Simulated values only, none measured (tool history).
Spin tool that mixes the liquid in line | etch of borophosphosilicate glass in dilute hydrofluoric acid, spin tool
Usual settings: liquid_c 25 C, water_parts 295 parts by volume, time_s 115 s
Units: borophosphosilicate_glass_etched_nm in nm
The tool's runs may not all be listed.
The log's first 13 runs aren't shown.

run	hour	liquid_c	water_parts	time_s	wafers since the last listed run	hours since the thermometer was replaced	hours since the hydrofluoric acid flow meter was replaced	hours since the gauge calibration	read-back film thickness of the borophosphosilicate glass reference wafer, read on the same gauge (nm)	borophosphosilicate_glass_etched_nm
14	1093.3	27	295	60	531	904.7	874.4	2360.8	149.99	7.47
# hour 1115.9: thermometer replaced
15	1173.8	23.5	190	180	735	57.9	954.9	2441.3	149.99	34.67
16	1225.3	25	295	70	476	109.4	1006.4	2492.8	149.98	8.18
17	1291.4	20.5	295	115	611	175.5	1072.5	2558.9	150	11.38
18	1328.4	27	185	80	342	212.5	1109.5	2595.9	150.01	17.86
19	1384.7	25	295	115	520	268.8	1165.8	2652.2	150.01	13.41
# hour 1408.4: gauge calibrated
20	1482	28.5	170	85	899	366.1	1263.1	73.6	150.02	22.42
21	1588.6	25	295	115	985	472.7	1369.7	180.2	150.01	13.39
# hour 1607: hydrofluoric acid flow meter replaced
22	1629.2	25	295	115	366	513.3	22.2	220.8	150.02	13.22
23	1868.1	25	295	115	2208	752.2	261.1	459.7	149.99	13.42
24	1927.7	25	210	115	551	811.8	320.7	519.3	149.98	20.61
25	2022.1	29	350	75	872	906.2	415.1	613.7	149.99	7.81
# hour 2053.6: thermometer replaced
26	2089.7	21.5	145	135	615	36.1	482.7	681.3	150	32.82
27	2171.8	25	415	70	759	118.2	564.8	763.4	150	5.21
28	2220.8	28	215	115	453	167.2	613.8	812.4	150.02	22.17
29	2264.3	27.5	295	85	402	210.7	657.3	855.9	150	10.82
30	2371.2	25	295	115	988	317.6	764.2	962.8	150.01	13.32
31	2424.7	25	415	70	494	371.1	817.7	1016.3	150	5.14
32	2486.9	25	295	115	575	433.3	879.9	1078.5	150.01	13.25
33	2593.5	25	385	115	985	539.9	986.5	1185.1	150.01	9.37

Forecast each of these 3 alternatives for the next run:
A	2593.9	25	295	115	3	540.3	986.9	1185.5	?	?
B	2593.9	22.5	295	115	3	540.3	986.9	1185.5	?	?
C	2593.9	25	295	170	3	540.3	986.9	1185.5	?	?

run	read-back film thickness of the borophosphosilicate glass reference wafer, read on the same gauge (nm)	borophosphosilicate_glass_etched_nm
A	149.99	13.48
B	149.99	12.35
C	149.99	19.93
Without the tool's hidden state the same runs would have given:
run	borophosphosilicate_glass_etched_nm
A	13.48
B	12.35
C	19.93
